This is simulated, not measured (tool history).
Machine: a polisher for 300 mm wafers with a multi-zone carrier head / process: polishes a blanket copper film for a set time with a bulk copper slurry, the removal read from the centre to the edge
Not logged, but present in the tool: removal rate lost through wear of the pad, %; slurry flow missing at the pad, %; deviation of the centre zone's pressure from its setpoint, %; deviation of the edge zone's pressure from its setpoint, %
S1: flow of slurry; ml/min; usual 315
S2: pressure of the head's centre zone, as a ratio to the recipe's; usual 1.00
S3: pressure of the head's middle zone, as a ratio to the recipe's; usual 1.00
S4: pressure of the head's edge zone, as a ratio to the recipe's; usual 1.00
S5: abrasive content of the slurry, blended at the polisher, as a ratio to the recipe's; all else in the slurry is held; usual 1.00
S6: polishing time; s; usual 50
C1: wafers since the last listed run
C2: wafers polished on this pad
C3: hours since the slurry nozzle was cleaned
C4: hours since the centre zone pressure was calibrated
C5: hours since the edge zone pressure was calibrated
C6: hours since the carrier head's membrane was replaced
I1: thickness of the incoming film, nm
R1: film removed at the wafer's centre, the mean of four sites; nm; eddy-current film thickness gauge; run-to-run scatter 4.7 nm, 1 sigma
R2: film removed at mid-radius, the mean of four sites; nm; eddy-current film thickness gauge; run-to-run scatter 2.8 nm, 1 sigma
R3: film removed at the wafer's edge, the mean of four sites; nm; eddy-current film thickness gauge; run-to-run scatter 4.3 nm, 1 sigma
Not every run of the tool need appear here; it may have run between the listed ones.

run	hour	S1	S2	S3	S4	S5	S6	C1	C2	C3	C4	C5	C6	I1	R1	R2	R3
1	0.0	315	1.00	1.00	1.00	1.00	50	0	1097	20.5	882.0	1394.8	266.3	3075.5	305.3	324.6	317.6
2	56.4	315	1.00	1.00	1.00	1.00	50	479	1577	76.9	938.4	1451.2	322.7	3027.1	300.8	317.7	330.2
# hour 89.5: worn pad replaced by a new one
3	109.6	315	1.00	1.00	1.00	1.00	50	418	170	130.1	991.6	1504.4	375.9	3107.5	298.5	321.5	326.7
4	156.7	315	1.00	1.00	1.00	1.05	50	400	570	177.2	1038.7	1551.5	423.0	3067.9	309.6	327.5	330.1
# hour 188.1: edge zone pressure recalibrated
5	215.6	315	1.00	1.00	1.00	1.05	50	483	1054	236.1	1097.6	27.5	481.9	3057.0	306.1	323.8	326.6
6	247.9	315	1.00	1.00	1.00	1.00	50	274	1329	268.4	1129.9	59.8	514.2	3028.1	295.3	322.4	321.5
# hour 294.6: worn pad replaced by a new one
7	314.7	340	1.00	1.06	1.00	1.00	50	533	171	335.2	1196.7	126.6	581.0	3081.6	306.8	343.5	323.7
# hour 354.5: slurry nozzle cleaned
8	374.7	340	1.00	1.06	1.00	1.00	50	501	672	20.2	1256.7	186.6	641.0	3088.5	297.2	338.2	326.7
# hour 406.7: centre zone pressure recalibrated
9	435.2	315	1.00	1.00	1.00	1.00	65	497	1169	80.7	28.5	247.1	701.5	3064.1	425.7	415.3	423.7
10	479.1	315	0.93	1.00	1.00	1.00	50	373	1543	124.6	72.4	291.0	745.4	3032.9	301.1	320.9	320.1
# hour 501.8: worn pad replaced by a new one
11	522.9	260	1.00	0.96	1.00	1.20	32	338	179	168.4	116.2	334.8	789.2	3024.3	219.7	207.2	222.0
12	564.9	315	1.00	1.00	1.00	1.00	50	357	536	210.4	158.2	376.8	831.2	3074.3	330.4	325.2	333.5
# hour 573.0: carrier head's membrane replaced by a new one
13	614.8	315	1.07	1.00	0.89	0.75	50	381	918	260.3	208.1	426.7	41.8	3047.1	315.0	296.0	282.0
14	681.1	315	1.00	1.00	1.00	1.00	50	563	1481	326.6	274.4	493.0	108.1	3032.5	325.4	321.0	324.5
15	714.7	315	1.00	1.00	0.97	1.00	50	285	1767	360.2	308.0	526.6	141.7	2999.2	322.4	317.2	321.0
# hour 728.5: worn pad replaced by a new one
# hour 733.5: slurry nozzle cleaned
16	743.5	315	1.09	1.00	1.00	1.00	50	202	118	10.0	336.8	555.4	170.5	3107.7	351.8	316.7	323.5
17	796.1	315	1.00	0.95	1.00	1.00	63	447	565	62.6	389.4	608.0	223.1	3057.2	401.4	390.4	413.2
18	830.7	400	1.07	1.00	1.00	1.00	56	294	860	97.2	424.0	642.6	257.7	3088.2	382.4	366.1	368.8
19	881.1	265	1.00	1.00	0.92	0.90	58	428	1288	147.6	474.4	693.0	308.1	3092.2	345.4	357.6	347.8
20	933.4	315	1.00	1.00	1.00	1.00	50	444	1733	199.9	526.7	745.3	360.4	3044.1	312.4	322.7	320.2
# hour 954.9: worn pad replaced by a new one
21	961.1	315	1.07	1.05	1.00	1.00	50	201	52	227.6	554.4	773.0	388.1	2977.6	341.0	338.8	322.0

Some steps in R1 between neighbouring runs. How much of each would the tool show without its hidden state too (settings, what came in, random variation), and how much is left for the hidden state, with any gauge scatter that isn't in both results?
Run 6 -> 7: S1 315 -> 340, S3 1.00 -> 1.06, worn pad replaced by a new one. R1 +11.5 nm: hidden state -3.2, all else +14.7.
Run 8 -> 9: S1 340 -> 315, S3 1.06 -> 1.00, S6 50 -> 65, centre zone pressure recalibrated. R1 +128.5 nm: hidden state +39.2, all else +89.3.
Run 9 -> 10: S2 1.00 -> 0.93, S6 65 -> 50. R1 -124.6 nm: hidden state -2.7, all else -121.9.

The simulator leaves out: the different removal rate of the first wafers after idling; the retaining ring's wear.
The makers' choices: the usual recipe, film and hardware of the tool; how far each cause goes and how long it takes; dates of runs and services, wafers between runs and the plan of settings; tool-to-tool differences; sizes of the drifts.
